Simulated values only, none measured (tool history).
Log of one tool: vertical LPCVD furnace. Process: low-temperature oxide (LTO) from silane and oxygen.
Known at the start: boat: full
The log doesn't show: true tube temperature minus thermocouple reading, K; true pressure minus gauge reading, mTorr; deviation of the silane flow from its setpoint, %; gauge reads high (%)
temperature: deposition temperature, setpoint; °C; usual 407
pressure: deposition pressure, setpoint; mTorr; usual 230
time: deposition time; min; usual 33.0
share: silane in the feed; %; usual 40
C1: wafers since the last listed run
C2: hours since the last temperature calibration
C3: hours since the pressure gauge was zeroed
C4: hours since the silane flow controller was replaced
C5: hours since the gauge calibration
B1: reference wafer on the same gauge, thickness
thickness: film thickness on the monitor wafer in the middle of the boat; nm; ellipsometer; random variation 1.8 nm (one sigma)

Run 1, hour 0.0: usual settings but time 42.5 min; C1 0; C2 3341.8; C3 3215.3; C4 2995.9; C5 95.8; B1 424.96. Result: thickness 558.41 nm.
Run 2, hour 59.3: usual settings but temperature 404 °C; C1 1189; C2 3401.1; C3 3274.6; C4 3055.2; C5 155.1; B1 424.52. Result: thickness 419.38 nm.
At hour 84.9: pressure gauge zeroed.
At hour 94.6: silane flow controller replaced.
Run 3, hour 133.3: usual settings but share 34 %; C1 808; C2 3475.1; C3 48.4; C4 38.7; C5 229.1; B1 425.01. Result: thickness 341.95 nm.
Run 4, hour 330.5: usual settings but share 34 %; C1 3954; C2 3672.3; C3 245.6; C4 235.9; C5 426.3; B1 424.96. Result: thickness 346.97 nm.
At hour 370.3: thermocouples replaced and temperature profile calibrated.
Run 5, hour 385.5: usual settings; C1 621; C2 15.2; C3 300.6; C4 290.9; C5 481.3; B1 425.38. Result: thickness 410.67 nm.
Run 6, hour 429.2: usual settings but temperature 415 °C, time 23.0 min; C1 876; C2 58.9; C3 344.3; C4 334.6; C5 525.0; B1 424.93. Result: thickness 307.84 nm.
Run 7, hour 474.8: usual settings but pressure 195 mTorr, time 42.0 min, share 46 %; C1 914; C2 104.5; C3 389.9; C4 380.2; C5 570.6; B1 425.06. Result: thickness 506.41 nm.
Run 8, hour 513.2: usual settings but temperature 402 °C, pressure 270 mTorr, time 25.5 min, share 33 %; C1 769; C2 142.9; C3 428.3; C4 418.6; C5 609.0; B1 424.84. Result: thickness 276.25 nm.
Run 9, hour 573.8: usual settings but temperature 413 °C, pressure 285 mTorr, share 44 %; C1 1215; C2 203.5; C3 488.9; C4 479.2; C5 669.6; B1 425.47. Result: thickness 596.61 nm.
Run 10, hour 635.7: usual settings but pressure 260 mTorr; C1 1241; C2 265.4; C3 550.8; C4 541.1; C5 731.5; B1 424.86. Result: thickness 466.30 nm.
Run 11, hour 696.2: usual settings but pressure 185 mTorr; C1 1213; C2 325.9; C3 611.3; C4 601.6; C5 792.0; B1 424.69. Result: thickness 329.64 nm.
Run 12, hour 759.6: usual settings; C1 1271; C2 389.3; C3 674.7; C4 665.0; C5 855.4; B1 425.53. Result: thickness 409.74 nm.
Run 13, hour 821.1: usual settings; C1 1233; C2 450.8; C3 736.2; C4 726.5; C5 916.9; B1 424.91. Result: thickness 413.58 nm.
Run 14, hour 899.2: usual settings but pressure 270 mTorr; C1 1565; C2 528.9; C3 814.3; C4 804.6; C5 995.0; B1 424.63. Result: thickness 484.95 nm.
Run 15, hour 976.4: usual settings but temperature 417 °C, pressure 215 mTorr, time 28.5 min, share 34 %; C1 1547; C2 606.1; C3 891.5; C4 881.8; C5 1072.2; B1 424.87. Result: thickness 305.20 nm.
Run 16, hour 1081.0: usual settings but pressure 200 mTorr; C1 2097; C2 710.7; C3 996.1; C4 986.4; C5 1176.8; B1 424.64. Result: thickness 360.01 nm.
Run 17, hour 1168.2: usual settings; C1 1748; C2 797.9; C3 1083.3; C4 1073.6; C5 1264.0; B1 424.95. Result: thickness 414.57 nm.
Run 18, hour 1227.3: usual settings but temperature 402 °C, time 43.5 min; C1 1185; C2 857.0; C3 1142.4; C4 1132.7; C5 1323.1; B1 425.00. Result: thickness 517.35 nm.
Run 19, hour 1263.9: usual settings but temperature 398 °C, pressure 215 mTorr; C1 733; C2 893.6; C3 1179.0; C4 1169.3; C5 1359.7; B1 424.86. Result: thickness 356.47 nm.
Run 20, hour 1340.0: usual settings but share 36 %; C1 1525; C2 969.7; C3 1255.1; C4 1245.4; C5 1435.8; B1 424.78. Result: thickness 367.16 nm.
Run 21, hour 1403.6: usual settings but time 42.0 min, share 32 %; C1 1275; C2 1033.3; C3 1318.7; C4 1309.0; C5 1499.4; B1 424.85. Result: thickness 402.46 nm.
Run 22, hour 1445.4: usual settings but temperature 417 °C; C1 838; C2 1075.1; C3 1360.5; C4 1350.8; C5 1541.2; B1 425.62. Result: thickness 464.23 nm.
Run 23, hour 1502.7: usual settings but temperature 396 °C, pressure 180 mTorr, time 25.0 min, share 48 %; C1 1148; C2 1132.4; C3 1417.8; C4 1408.1; C5 1598.5; B1 425.22. Result: thickness 263.37 nm.
At hour 1542.2: gauge calibrated.
Run 24, hour 1572.2: usual settings but temperature 396 °C, pressure 245 mTorr, time 43.0 min, share 35 %; C1 1393; C2 1201.9; C3 1487.3; C4 1477.6; C5 30.0; B1 424.90. Result: thickness 437.31 nm.
Run 25, hour 1628.0: usual settings but pressure 255 mTorr; C1 1118; C2 1257.7; C3 1543.1; C4 1533.4; C5 85.8; B1 424.80. Result: thickness 460.56 nm.
Run 26, hour 1731.4: usual settings but temperature 402 °C, time 21.5 min; C1 2073; C2 1361.1; C3 1646.5; C4 1636.8; C5 189.2; B1 424.78. Result: thickness 260.04 nm.
Run 27, hour 1772.1: usual settings but temperature 396 °C, pressure 245 mTorr, time 43.0 min, share 35 %; C1 816; C2 1401.8; C3 1687.2; C4 1677.5; C5 229.9; B1 424.99. Result: thickness 439.33 nm.
Run 28, hour 1824.8: usual settings but pressure 280 mTorr, share 46 %; C1 1056; C2 1454.5; C3 1739.9; C4 1730.2; C5 282.6; B1 424.73. Result: thickness 587.64 nm.
Run 29, hour 1928.7: usual settings but temperature 399 °C, time 22.5 min, share 45 %; C1 2083; C2 1558.4; C3 1843.8; C4 1834.1; C5 386.5; B1 424.81. Result: thickness 296.74 nm.
Run 30, hour 2004.2: usual settings; C1 1513; C2 1633.9; C3 1919.3; C4 1909.6; C5 462.0; B1 425.02. Result: thickness 423.94 nm.

Hidden state or all else? Some run-to-run changes of thickness, split into what the settings, what came in and random variation would give without the hidden state, and what is left for the hidden state (with any gauge scatter that isn't in both results):
Run 2 -> 3: temperature 404 -> 407, share 40 -> 34, pressure gauge zeroed, silane flow controller replaced. thickness -77.43 nm: hidden state -15.43, all else -62.00.
Run 4 -> 5: share 34 -> 40, thermocouples replaced and temperature profile calibrated. thickness +63.70 nm: hidden state -13.89, all else +77.59.
Run 7 -> 8: temperature 407 -> 402, pressure 195 -> 270, time 42.0 -> 25.5, share 46 -> 33. thickness -230.16 nm: hidden state -0.02, all else -230.14.
Run 8 -> 9: temperature 402 -> 413, pressure 270 -> 285, time 25.5 -> 33.0, share 33 -> 44. thickness +320.36 nm: hidden state +2.87, all else +317.49.
Run 23 -> 24: pressure 180 -> 245, time 25.0 -> 43.0, share 48 -> 35, gauge calibrated. thickness +173.94 nm: hidden state +12.92, all else +161.02.
Run 28 -> 29: temperature 407 -> 399, pressure 280 -> 230, time 33.0 -> 22.5, share 46 -> 45. thickness -290.90 nm: hidden state -8.12, all else -282.78.
